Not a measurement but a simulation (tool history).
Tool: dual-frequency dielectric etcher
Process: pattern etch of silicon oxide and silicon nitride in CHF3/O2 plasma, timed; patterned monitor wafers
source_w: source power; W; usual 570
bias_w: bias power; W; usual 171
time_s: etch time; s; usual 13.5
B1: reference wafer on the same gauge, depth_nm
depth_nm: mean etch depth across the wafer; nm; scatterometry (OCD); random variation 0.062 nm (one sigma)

Run 1, hour 0.0: usual settings; B1 21.65. Result: depth_nm 19.46 nm.
At hour 11.1: wet clean of the chamber.
Run 2, hour 52.7: usual settings but source_w 470 W; B1 21.64. Result: depth_nm 18.29 nm.
Run 3, hour 85.9: usual settings but bias_w 147 W; B1 21.63. Result: depth_nm 17.91 nm.
Run 4, hour 122.5: usual settings; B1 21.63. Result: depth_nm 19.37 nm.
Run 5, hour 167.0: usual settings; B1 21.62. Result: depth_nm 19.46 nm.
Run 6, hour 234.0: usual settings; B1 21.60. Result: depth_nm 19.23 nm.
Run 7, hour 278.2: usual settings; B1 21.60. Result: depth_nm 19.33 nm.
Run 8, hour 302.4: usual settings; B1 21.59. Result: depth_nm 19.34 nm.
Run 9, hour 341.6: usual settings; B1 21.59. Result: depth_nm 19.31 nm.
At hour 347.1: source power generator calibrated.
At hour 378.6: wet clean of the chamber.
Run 10, hour 381.1: usual settings; B1 21.59. Result: depth_nm 19.45 nm.
Run 11, hour 514.5: usual settings but source_w 470 W; B1 21.58. Result: depth_nm 18.20 nm.
Run 12, hour 550.4: usual settings; B1 21.56. Result: depth_nm 19.42 nm.
At hour 578.9: upper electrode replaced.
Run 13, hour 586.7: usual settings; B1 21.56. Result: depth_nm 19.48 nm.
Run 14, hour 658.3: usual settings but bias_w 195 W; B1 21.55. Result: depth_nm 20.73 nm.
Run 15, hour 721.1: usual settings but source_w 480 W, bias_w 144 W, time_s 17.0 s; B1 21.54. Result: depth_nm 21.01 nm.
At hour 732.4: bias power generator calibrated.
At hour 749.1: gauge calibrated.
Run 16, hour 769.7: usual settings but bias_w 131 W; B1 21.97. Result: depth_nm 17.06 nm.
At hour 797.8: wet clean of the chamber.
Run 17, hour 824.5: usual settings but source_w 490 W, bias_w 157 W, time_s 17.0 s; B1 21.89. Result: depth_nm 22.49 nm.
Run 18, hour 882.7: usual settings but bias_w 198 W, time_s 9.5 s; B1 21.85. Result: depth_nm 14.81 nm.
Run 19, hour 932.3: usual settings but bias_w 200 W, time_s 15.5 s; B1 21.80. Result: depth_nm 24.18 nm.
Run 20, hour 1001.3: usual settings but source_w 650 W, bias_w 204 W, time_s 16.0 s; B1 21.76. Result: depth_nm 26.33 nm.
Run 21, hour 1061.8: usual settings; B1 21.72. Result: depth_nm 19.50 nm.

3 ways to go on from here, each from the tool as it stands after run 21. What would each give?
Run A, hour 1062.2: usual settings but time_s 9.5 s; B1 ?. Result: depth_nm ?.
Run B, hour 1062.2: usual settings but source_w 430 W, bias_w 147 W; B1 ?. Result: depth_nm ?.
Run C, hour 1062.2: usual settings but bias_w 190 W; B1 ?. Result: depth_nm ?.

run     B1  depth_nm
  A  21.72     13.71
  B  21.72     16.39
  C  21.72     20.57
Without the tool's hidden state the same runs would have given:
run  depth_nm
  A     13.89
  B     16.60
  C     20.83
